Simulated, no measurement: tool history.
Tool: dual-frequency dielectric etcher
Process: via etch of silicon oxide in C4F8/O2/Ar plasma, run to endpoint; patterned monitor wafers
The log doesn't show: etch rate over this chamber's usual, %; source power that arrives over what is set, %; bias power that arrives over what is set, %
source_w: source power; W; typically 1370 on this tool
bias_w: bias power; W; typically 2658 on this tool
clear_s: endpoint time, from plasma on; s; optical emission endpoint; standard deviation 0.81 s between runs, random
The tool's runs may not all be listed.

| run | hour | source_w | bias_w | wafers since the last listed run | hours since the last wet clean | hours since the last source power generator calibration | hours since the last bias power generator calibration | hours since the last upper electrode change | incoming incoming film thickness, nm | clear_s |
|---|---|---|---|---|---|---|---|---|---|---|
| 1 | 0 | 1370 | 2658 | 0 | 479.6 | 2810.7 | 4362.9 | 5401.9 | 1206.3 | 245.9 |
| 2 | 16.6 | 1370 | 2658 | 68 | 496.2 | 2827.3 | 4379.5 | 5418.5 | 1211.8 | 246.3 |
| 3 | 40.2 | 1370 | 2805 | 98 | 519.8 | 2850.9 | 4403.1 | 5442.1 | 1202.6 | 242.5 |
| 4 | 62.6 | 1370 | 2805 | 93 | 542.2 | 2873.3 | 4425.5 | 5464.5 | 1208.4 | 245.6 |
| 5 | 93 | 1370 | 2805 | 126 | 572.6 | 2903.7 | 4455.9 | 5494.9 | 1210 | 245.7 |
| 6 | 111.9 | 1100 | 2658 | 78 | 591.5 | 2922.6 | 4474.8 | 5513.8 | 1202.7 | 271.8 |
| 7 | 135 | 1100 | 2658 | 95 | 614.6 | 2945.7 | 4497.9 | 5536.9 | 1205.2 | 273 |
|  | 169 | wet clean of the chamber |
| 8 | 231 | 1370 | 2658 | 298 | 62 | 3041.7 | 4593.9 | 5632.9 | 1208.6 | 240 |
| 9 | 293.8 | 1370 | 2658 | 260 | 124.8 | 3104.5 | 4656.7 | 5695.7 | 1210 | 242.5 |
| 10 | 328.6 | 1370 | 2658 | 144 | 159.6 | 3139.3 | 4691.5 | 5730.5 | 1205.5 | 241.5 |
| 11 | 352.5 | 1370 | 2952 | 99 | 183.5 | 3163.2 | 4715.4 | 5754.4 | 1207.9 | 237.6 |
| 12 | 370.9 | 1370 | 2952 | 76 | 201.9 | 3181.6 | 4733.8 | 5772.8 | 1204.6 | 235.6 |
| 13 | 393.6 | 1370 | 2952 | 94 | 224.6 | 3204.3 | 4756.5 | 5795.5 | 1206.7 | 236.4 |
| 14 | 406.7 | 1370 | 2658 | 54 | 237.7 | 3217.4 | 4769.6 | 5808.6 | 1201.8 | 241.8 |
| 15 | 428 | 1370 | 2658 | 88 | 259 | 3238.7 | 4790.9 | 5829.9 | 1196.9 | 241.2 |
| 16 | 457.9 | 1470 | 2658 | 124 | 288.9 | 3268.6 | 4820.8 | 5859.8 | 1212.5 | 237 |
|  | 464.7 | bias power generator calibrated |
| 17 | 470.5 | 1650 | 2951 | 35 | 301.5 | 3281.2 | 5.8 | 5872.4 | 1213.7 | 220.9 |
|  | 483.9 | source power generator calibrated |
| 18 | 500.8 | 1370 | 2658 | 109 | 331.8 | 16.9 | 36.1 | 5902.7 | 1206.4 | 244.6 |
| 19 | 526.6 | 1620 | 2125 | 107 | 357.6 | 42.7 | 61.9 | 5928.5 | 1217 | 238.2 |
| 20 | 544.2 | 1030 | 2918 | 73 | 375.2 | 60.3 | 79.5 | 5946.1 | 1205.2 | 272.9 |
| 21 | 561.7 | 1280 | 2658 | 72 | 392.7 | 77.8 | 97 | 5963.6 | 1203 | 251.7 |
| 22 | 589.1 | 1370 | 2999 | 113 | 420.1 | 105.2 | 124.4 | 5991 | 1211.5 | 239.5 |
| 23 | 624.1 | 1370 | 3154 | 145 | 455.1 | 140.2 | 159.4 | 6026 | 1206.6 | 237.9 |

Run 24, settings as shown, results not yet in. Your forecast:
|  | 678.2 | upper electrode replaced |
| 24 | 678.7 | 1600 | 2658 | 127 | 509.7 | 194.8 | 214 | 0.5 | 1206.2 | ? |

{"run 24": {"clear_s": 230.3}}
Without the tool's hidden state the same run would have given clear_s 223.2 s.
